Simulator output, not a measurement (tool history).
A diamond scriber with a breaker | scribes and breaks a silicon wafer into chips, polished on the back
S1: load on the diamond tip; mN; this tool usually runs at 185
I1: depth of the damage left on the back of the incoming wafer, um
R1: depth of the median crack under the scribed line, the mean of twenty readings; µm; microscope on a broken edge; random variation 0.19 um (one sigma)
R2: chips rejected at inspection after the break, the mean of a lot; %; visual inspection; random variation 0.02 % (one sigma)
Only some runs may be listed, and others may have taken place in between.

run 1 hour=0.0 | S1=228 | I1=0.01 | R1=14.76 R2=1.56
run 2 hour=12.5 | S1=228 | I1=0.03 | R1=14.46 R2=1.44
run 3 hour=61.0 | S1=228 | I1=0.02 | R1=14.33 R2=1.21
run 4 hour=77.0 | S1=185 | I1=0.04 | R1=12.63 R2=0.92
run 5 hour=89.4 | S1=205 | I1=0.03 | R1=13.19 R2=0.55
run 6 hour=102.9 | S1=204 | I1=0.02 | R1=13.58 R2=0.61
run 7 hour=110.5 | S1=154 | I1=0.03 | R1=12.26 R2=3.68
run 8 hour=123.7 | S1=154 | I1=0.03 | R1=11.83 R2=4.06
run 9 hour=141.0 | S1=222 | I1=0.02 | R1=13.89 R2=0.62
run 10 hour=148.0 | S1=222 | I1=0.03 | R1=13.72 R2=0.64
run 11 hour=155.6 | S1=185 | I1=0.04 | R1=12.64 R2=1.80
run 12 hour=169.6 | S1=185 | I1=0.02 | R1=12.48 R2=1.96
run 13 hour=177.3 | S1=185 | I1=0.02 | R1=12.67 R2=2.13
run 14 hour=189.1 | S1=185 | I1=0.03 | R1=12.20 R2=2.35
-- hour=197.1 load on the tip recalibrated
run 15 hour=200.9 | S1=185 | I1=0.02 | R1=12.35 R2=2.59
-- hour=226.0 diamond tip replaced by a new one
run 16 hour=226.5 | S1=219 | I1=0.04 | R1=14.70 R2=1.53
run 17 hour=240.1 | S1=219 | I1=0.02 | R1=14.15 R2=1.62
run 18 hour=246.5 | S1=185 | I1=0.01 | R1=13.79 R2=0.63
run 19 hour=258.1 | S1=185 | I1=0.05 | R1=13.22 R2=0.60
run 20 hour=270.4 | S1=219 | I1=0.02 | R1=14.61 R2=1.44
run 21 hour=281.5 | S1=213 | I1=0.05 | R1=14.15 R2=1.16
run 22 hour=292.2 | S1=131 | I1=0.02 | R1=11.67 R2=4.61
run 23 hour=309.7 | S1=217 | I1=0.02 | R1=14.87 R2=1.29
run 24 hour=322.8 | S1=185 | I1=0.02 | R1=13.22 R2=0.62
run 25 hour=331.9 | S1=221 | I1=0.03 | R1=14.42 R2=1.43
run 26 hour=345.2 | S1=143 | I1=0.04 | R1=12.14 R2=3.48
run 27 hour=359.6 | S1=229 | I1=0.02 | R1=14.49 R2=1.74
run 28 hour=376.2 | S1=131 | I1=0.03 | R1=11.89 R2=5.26
run 29 hour=389.5 | S1=215 | I1=0.04 | R1=14.14 R2=0.91
run 30 hour=404.8 | S1=185 | I1=0.02 | R1=13.06 R2=0.74
run 31 hour=445.0 | S1=238 | I1=0.03 | R1=14.57 R2=1.60
run 32 hour=454.2 | S1=185 | I1=0.02 | R1=12.99 R2=1.02
run 33 hour=461.7 | S1=139 | I1=0.04 | R1=11.63 R2=5.95
run 34 hour=476.3 | S1=231 | I1=0.05 | R1=14.27 R2=1.01
run 35 hour=489.1 | S1=158 | I1=0.05 | R1=12.05 R2=3.56
run 36 hour=496.5 | S1=151 | I1=0.05 | R1=11.73 R2=4.64
run 37 hour=510.0 | S1=140 | I1=0.02 | R1=11.09 R2=6.82
run 38 hour=527.5 | S1=208 | I1=0.04 | R1=13.28 R2=0.75
run 39 hour=541.6 | S1=185 | I1=0.04 | R1=12.37 R2=2.02

Alternative continuations, all from the tool just after run 39; predict every row:
run A hour=542.2 | S1=185 | I1=0.04 | R1=? R2=?
run B hour=542.2 | S1=220 | I1=0.04 | R1=? R2=?
run C hour=542.2 | S1=199 | I1=0.04 | R1=? R2=?
run D hour=542.2 | S1=240 | I1=0.04 | R1=? R2=?
run E hour=542.2 | S1=138 | I1=0.04 | R1=? R2=?

run=A R1=12.38 R2=2.06
run=B R1=13.33 R2=0.62
run=C R1=12.76 R2=1.19
run=D R1=13.86 R2=0.79
run=E R1=11.04 R2=8.58
With the hidden condition removed and each run's random variation left untouched, the same runs would have given:
run=A R1=13.45 R2=0.60
run=B R1=14.48 R2=1.76
run=C R1=13.87 R2=0.80
run=D R1=15.06 R2=3.28
run=E R1=12.00 R2=3.35

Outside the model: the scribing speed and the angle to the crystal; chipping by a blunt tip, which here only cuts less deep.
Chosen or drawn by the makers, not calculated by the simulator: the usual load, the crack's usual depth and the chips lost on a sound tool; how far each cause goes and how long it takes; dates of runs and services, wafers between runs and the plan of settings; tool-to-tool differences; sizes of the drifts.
